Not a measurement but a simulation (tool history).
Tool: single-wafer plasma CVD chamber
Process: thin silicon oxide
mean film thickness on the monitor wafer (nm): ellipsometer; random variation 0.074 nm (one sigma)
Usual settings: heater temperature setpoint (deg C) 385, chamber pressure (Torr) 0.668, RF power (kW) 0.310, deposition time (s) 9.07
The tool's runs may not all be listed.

| run | hour | heater temperature setpoint (deg C) | chamber pressure (Torr) | RF power (kW) | deposition time (s) | read-back reference wafer on the same gauge, thickness_nm | mean film thickness on the monitor wafer (nm) |
|---|---|---|---|---|---|---|---|
| 1 | 0.0 | 385 | 0.668 | 0.310 | 9.50 | 12.998 | 15.513 |
| 2 | 32.5 | 385 | 0.668 | 0.310 | 9.07 | 12.977 | 14.967 |
| 3 | 45.8 | 385 | 0.668 | 0.310 | 9.07 | 13.015 | 14.815 |
| 4 | 79.5 | 385 | 0.668 | 0.310 | 9.07 | 13.011 | 14.914 |
| 5 | 107.8 | 385 | 0.668 | 0.310 | 9.07 | 13.005 | 14.963 |
| 6 | 130.8 | 385 | 0.668 | 0.310 | 9.07 | 13.002 | 14.756 |
| 7 | 160.5 | 385 | 0.668 | 0.275 | 9.07 | 12.998 | 14.330 |
| 8 | 183.9 | 385 | 0.668 | 0.310 | 9.07 | 12.997 | 14.793 |
| 9 | 196.2 | 385 | 0.668 | 0.310 | 9.07 | 13.003 | 14.842 |
|  | 205.1 | gauge calibrated |
| 10 | 220.1 | 385 | 0.668 | 0.310 | 9.07 | 13.016 | 14.808 |
| 11 | 244.5 | 385 | 0.668 | 0.310 | 9.07 | 13.002 | 14.886 |
| 12 | 268.1 | 378 | 0.668 | 0.265 | 8.41 | 12.977 | 13.282 |
|  | 294.8 | RF generator calibrated |
| 13 | 295.3 | 385 | 0.668 | 0.310 | 9.07 | 12.990 | 15.270 |
| 14 | 322.2 | 376 | 0.668 | 0.340 | 7.67 | 12.992 | 13.142 |
| 15 | 356.9 | 375 | 0.668 | 0.360 | 9.07 | 13.003 | 15.841 |
| 16 | 390.4 | 385 | 0.668 | 0.310 | 9.07 | 13.003 | 15.061 |
| 17 | 402.5 | 385 | 0.788 | 0.250 | 10.56 | 12.999 | 19.385 |
|  | 434.3 | showerhead replaced |
| 18 | 434.8 | 385 | 0.668 | 0.255 | 9.07 | 13.010 | 14.322 |
| 19 | 469.1 | 385 | 0.724 | 0.285 | 9.07 | 13.010 | 15.868 |
|  | 484.7 | capacitance manometer re-zeroed and calibrated |
| 20 | 503.3 | 385 | 0.668 | 0.310 | 9.07 | 13.003 | 15.012 |
|  | 537.4 | thermocouple changed; heater temperature recalibrated |
| 21 | 537.9 | 385 | 0.668 | 0.310 | 9.07 | 12.986 | 15.001 |
| 22 | 563.2 | 399 | 0.668 | 0.310 | 9.07 | 12.988 | 14.887 |

The next listed run, before its measurement:
| 23 | 595.7 | 385 | 0.607 | 0.280 | 9.07 | ? | ? |

{"run 23": {"read-back reference wafer on the same gauge, thickness_nm": 12.996, "mean film thickness on the monitor wafer (nm)": 13.132}}
Without the tool's hidden state the same run would have given mean film thickness on the monitor wafer (nm) 13.380.

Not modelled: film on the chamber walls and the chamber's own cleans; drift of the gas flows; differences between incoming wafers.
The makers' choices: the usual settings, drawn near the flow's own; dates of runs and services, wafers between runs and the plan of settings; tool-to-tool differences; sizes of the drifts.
